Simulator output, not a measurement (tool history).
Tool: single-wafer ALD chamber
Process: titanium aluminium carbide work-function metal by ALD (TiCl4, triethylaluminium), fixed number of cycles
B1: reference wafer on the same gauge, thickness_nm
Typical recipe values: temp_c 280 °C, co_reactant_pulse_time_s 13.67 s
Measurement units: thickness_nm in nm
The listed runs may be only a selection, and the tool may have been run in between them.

{"run": 1, "hour": 0.0, "temp_c": 270, "co_reactant_pulse_time_s": 13.67, "B1": 1.908, "thickness_nm": 1.705}
{"hour": 26.5, "done": "triethylaluminium bottle replaced"}
{"run": 2, "hour": 79.1, "temp_c": 270, "co_reactant_pulse_time_s": 13.67, "B1": 1.912, "thickness_nm": 1.72}
{"run": 3, "hour": 116.2, "temp_c": 280, "co_reactant_pulse_time_s": 13.67, "B1": 1.911, "thickness_nm": 1.794}
{"run": 4, "hour": 200.1, "temp_c": 280, "co_reactant_pulse_time_s": 15.65, "B1": 1.906, "thickness_nm": 1.794}
{"run": 5, "hour": 482.1, "temp_c": 280, "co_reactant_pulse_time_s": 15.65, "B1": 1.911, "thickness_nm": 1.8}
{"run": 6, "hour": 583.2, "temp_c": 280, "co_reactant_pulse_time_s": 13.67, "B1": 1.909, "thickness_nm": 1.811}
{"run": 7, "hour": 671.3, "temp_c": 280, "co_reactant_pulse_time_s": 16.37, "B1": 1.91, "thickness_nm": 1.807}
{"run": 8, "hour": 775.6, "temp_c": 280, "co_reactant_pulse_time_s": 13.67, "B1": 1.91, "thickness_nm": 1.803}
{"run": 9, "hour": 878.0, "temp_c": 280, "co_reactant_pulse_time_s": 13.67, "B1": 1.913, "thickness_nm": 1.806}
{"run": 10, "hour": 916.4, "temp_c": 280, "co_reactant_pulse_time_s": 13.67, "B1": 1.912, "thickness_nm": 1.803}
{"run": 11, "hour": 957.3, "temp_c": 292, "co_reactant_pulse_time_s": 13.67, "B1": 1.91, "thickness_nm": 1.912}
{"run": 12, "hour": 1029.1, "temp_c": 280, "co_reactant_pulse_time_s": 13.67, "B1": 1.912, "thickness_nm": 1.806}
{"run": 13, "hour": 1075.8, "temp_c": 280, "co_reactant_pulse_time_s": 13.67, "B1": 1.912, "thickness_nm": 1.806}
{"hour": 1167.8, "done": "thermocouple changed; heater temperature recalibrated"}
{"hour": 1218.5, "done": "showerhead replaced"}
{"hour": 1379.4, "done": "triethylaluminium bottle replaced"}
{"run": 14, "hour": 1389.6, "temp_c": 265, "co_reactant_pulse_time_s": 8.92, "B1": 1.912, "thickness_nm": 1.617}
{"hour": 1404.9, "done": "gauge calibrated"}
{"run": 15, "hour": 1464.4, "temp_c": 289, "co_reactant_pulse_time_s": 8.6, "B1": 1.908, "thickness_nm": 1.832}
{"run": 16, "hour": 1507.1, "temp_c": 280, "co_reactant_pulse_time_s": 13.67, "B1": 1.909, "thickness_nm": 1.806}
{"run": 17, "hour": 1558.0, "temp_c": 284, "co_reactant_pulse_time_s": 11.35, "B1": 1.912, "thickness_nm": 1.839}
{"run": 18, "hour": 1647.3, "temp_c": 275, "co_reactant_pulse_time_s": 16.02, "B1": 1.91, "thickness_nm": 1.768}
{"run": 19, "hour": 1719.2, "temp_c": 291, "co_reactant_pulse_time_s": 17.15, "B1": 1.911, "thickness_nm": 1.924}
{"run": 20, "hour": 1756.5, "temp_c": 280, "co_reactant_pulse_time_s": 16.37, "B1": 1.909, "thickness_nm": 1.818}
{"run": 21, "hour": 1813.5, "temp_c": 269, "co_reactant_pulse_time_s": 12.07, "B1": 1.91, "thickness_nm": 1.688}

State the hidden condition of the tool at each of the runs:
wafer temperature above the value expected at the setpoint (K): 0 on each run
triethylaluminium dose above that of a fresh bottle (%): 0 on each run
gauge reads high (%): 0 on each run

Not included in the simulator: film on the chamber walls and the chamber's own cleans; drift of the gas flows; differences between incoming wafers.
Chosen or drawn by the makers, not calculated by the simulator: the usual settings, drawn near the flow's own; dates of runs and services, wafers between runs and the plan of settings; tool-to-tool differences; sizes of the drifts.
